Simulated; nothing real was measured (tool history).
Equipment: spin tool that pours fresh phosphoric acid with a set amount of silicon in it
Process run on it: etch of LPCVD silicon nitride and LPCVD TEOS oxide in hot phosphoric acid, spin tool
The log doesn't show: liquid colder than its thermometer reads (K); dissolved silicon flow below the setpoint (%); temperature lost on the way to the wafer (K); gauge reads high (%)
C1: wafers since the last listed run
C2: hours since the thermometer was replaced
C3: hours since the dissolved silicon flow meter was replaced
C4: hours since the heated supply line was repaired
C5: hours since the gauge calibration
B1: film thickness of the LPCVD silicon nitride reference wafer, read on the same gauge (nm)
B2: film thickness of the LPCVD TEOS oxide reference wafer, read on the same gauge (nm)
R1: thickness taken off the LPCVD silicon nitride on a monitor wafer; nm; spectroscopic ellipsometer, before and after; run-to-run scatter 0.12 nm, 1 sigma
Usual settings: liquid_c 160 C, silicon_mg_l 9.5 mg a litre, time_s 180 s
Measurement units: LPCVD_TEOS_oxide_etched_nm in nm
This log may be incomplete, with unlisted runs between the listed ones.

run 1 hour=0 | liquid_c=160 silicon_mg_l=9.5 time_s=180 | C1=0 C2=1011.1 C3=588.9 C4=2072.3 C5=73.8 | B1=50.03 B2=149.954 | R1=15.92 LPCVD_TEOS_oxide_etched_nm=0.489
run 2 hour=38.7 | liquid_c=160 silicon_mg_l=9.5 time_s=180 | C1=176 C2=1049.8 C3=627.6 C4=2111 C5=112.5 | B1=50.01 B2=150.028 | R1=15.89 LPCVD_TEOS_oxide_etched_nm=0.509
run 3 hour=104.6 | liquid_c=160 silicon_mg_l=9.5 time_s=180 | C1=300 C2=1115.7 C3=693.5 C4=2176.9 C5=178.4 | B1=50 B2=149.999 | R1=15.95 LPCVD_TEOS_oxide_etched_nm=0.515
run 4 hour=174.9 | liquid_c=160 silicon_mg_l=9.5 time_s=180 | C1=320 C2=1186 C3=763.8 C4=2247.2 C5=248.7 | B1=49.97 B2=149.999 | R1=15.99 LPCVD_TEOS_oxide_etched_nm=0.472
run 5 hour=419.2 | liquid_c=162 silicon_mg_l=9.5 time_s=180 | C1=1113 C2=1430.3 C3=1008.1 C4=2491.5 C5=493 | B1=50 B2=150 | R1=16.74 LPCVD_TEOS_oxide_etched_nm=0.51
-- hour=484.4 thermometer replaced
run 6 hour=486.1 | liquid_c=162 silicon_mg_l=9.5 time_s=180 | C1=300 C2=1.7 C3=1075 C4=2558.4 C5=559.9 | B1=50.02 B2=149.997 | R1=16.69 LPCVD_TEOS_oxide_etched_nm=0.563
-- hour=520.7 heated supply line repaired
run 7 hour=527.8 | liquid_c=160 silicon_mg_l=6 time_s=180 | C1=185 C2=43.4 C3=1116.7 C4=7.1 C5=601.6 | B1=50.02 B2=149.963 | R1=14.56 LPCVD_TEOS_oxide_etched_nm=0.444
run 8 hour=628.9 | liquid_c=160 silicon_mg_l=9.5 time_s=235 | C1=460 C2=144.5 C3=1217.8 C4=108.2 C5=702.7 | B1=50 B2=149.996 | R1=18.64 LPCVD_TEOS_oxide_etched_nm=0.465
-- hour=642.5 gauge calibrated
-- hour=699.2 heated supply line repaired, repeated, since the last time left the tool worse
run 9 hour=712 | liquid_c=162.5 silicon_mg_l=13.5 time_s=260 | C1=374 C2=227.6 C3=1300.9 C4=12.8 C5=69.5 | B1=50.01 B2=149.979 | R1=26.89 LPCVD_TEOS_oxide_etched_nm=0.93
run 10 hour=788.9 | liquid_c=160 silicon_mg_l=3.5 time_s=180 | C1=350 C2=304.5 C3=1377.8 C4=89.7 C5=146.4 | B1=49.99 B2=149.967 | R1=16.9 LPCVD_TEOS_oxide_etched_nm=0.618
run 11 hour=896.4 | liquid_c=160 silicon_mg_l=3.5 time_s=180 | C1=490 C2=412 C3=1485.3 C4=197.2 C5=253.9 | B1=50.01 B2=150.004 | R1=16.77 LPCVD_TEOS_oxide_etched_nm=0.665
-- hour=911.1 dissolved silicon flow meter replaced
run 12 hour=998.4 | liquid_c=160 silicon_mg_l=15.5 time_s=260 | C1=460 C2=514 C3=87.3 C4=299.2 C5=355.9 | B1=50 B2=150.006 | R1=24.16 LPCVD_TEOS_oxide_etched_nm=0.607
run 13 hour=1091.2 | liquid_c=159 silicon_mg_l=2.5 time_s=245 | C1=423 C2=606.8 C3=180.1 C4=392 C5=448.7 | B1=49.97 B2=150.007 | R1=22.24 LPCVD_TEOS_oxide_etched_nm=0.749
run 14 hour=1156.8 | liquid_c=160 silicon_mg_l=9.5 time_s=180 | C1=299 C2=672.4 C3=245.7 C4=457.6 C5=514.3 | B1=50 B2=149.981 | R1=16.77 LPCVD_TEOS_oxide_etched_nm=0.535

5 ways to go on from here, each from the tool as it stands after run 14. What would each give?
run A hour=1157.3 | liquid_c=160 silicon_mg_l=9.5 time_s=270 | C1=2 C2=672.9 C3=246.2 C4=458.1 C5=514.8 | B1=? B2=? | R1=? LPCVD_TEOS_oxide_etched_nm=?
run B hour=1157.3 | liquid_c=160 silicon_mg_l=9.5 time_s=85 | C1=2 C2=672.9 C3=246.2 C4=458.1 C5=514.8 | B1=? B2=? | R1=? LPCVD_TEOS_oxide_etched_nm=?
run C hour=1157.3 | liquid_c=157.5 silicon_mg_l=12 time_s=180 | C1=2 C2=672.9 C3=246.2 C4=458.1 C5=514.8 | B1=? B2=? | R1=? LPCVD_TEOS_oxide_etched_nm=?
run D hour=1157.3 | liquid_c=158.5 silicon_mg_l=9.5 time_s=255 | C1=2 C2=672.9 C3=246.2 C4=458.1 C5=514.8 | B1=? B2=? | R1=? LPCVD_TEOS_oxide_etched_nm=?
run E hour=1157.3 | liquid_c=161.5 silicon_mg_l=3.5 time_s=180 | C1=2 C2=672.9 C3=246.2 C4=458.1 C5=514.8 | B1=? B2=? | R1=? LPCVD_TEOS_oxide_etched_nm=?

run=A B1=49.99 B2=149.992 R1=25.3 LPCVD_TEOS_oxide_etched_nm=0.852
run=B B1=49.99 B2=149.992 R1=7.96 LPCVD_TEOS_oxide_etched_nm=0.268
run=C B1=49.99 B2=149.992 R1=15.5 LPCVD_TEOS_oxide_etched_nm=0.445
run=D B1=49.99 B2=149.992 R1=22.71 LPCVD_TEOS_oxide_etched_nm=0.72
run=E B1=49.99 B2=149.992 R1=17.74 LPCVD_TEOS_oxide_etched_nm=0.719
Without the tool's hidden state the same runs would have given:
run=A R1=25.88 LPCVD_TEOS_oxide_etched_nm=0.896
run=B R1=8.15 LPCVD_TEOS_oxide_etched_nm=0.282
run=C R1=15.85 LPCVD_TEOS_oxide_etched_nm=0.468
run=D R1=23.23 LPCVD_TEOS_oxide_etched_nm=0.757
run=E R1=18.14 LPCVD_TEOS_oxide_etched_nm=0.755
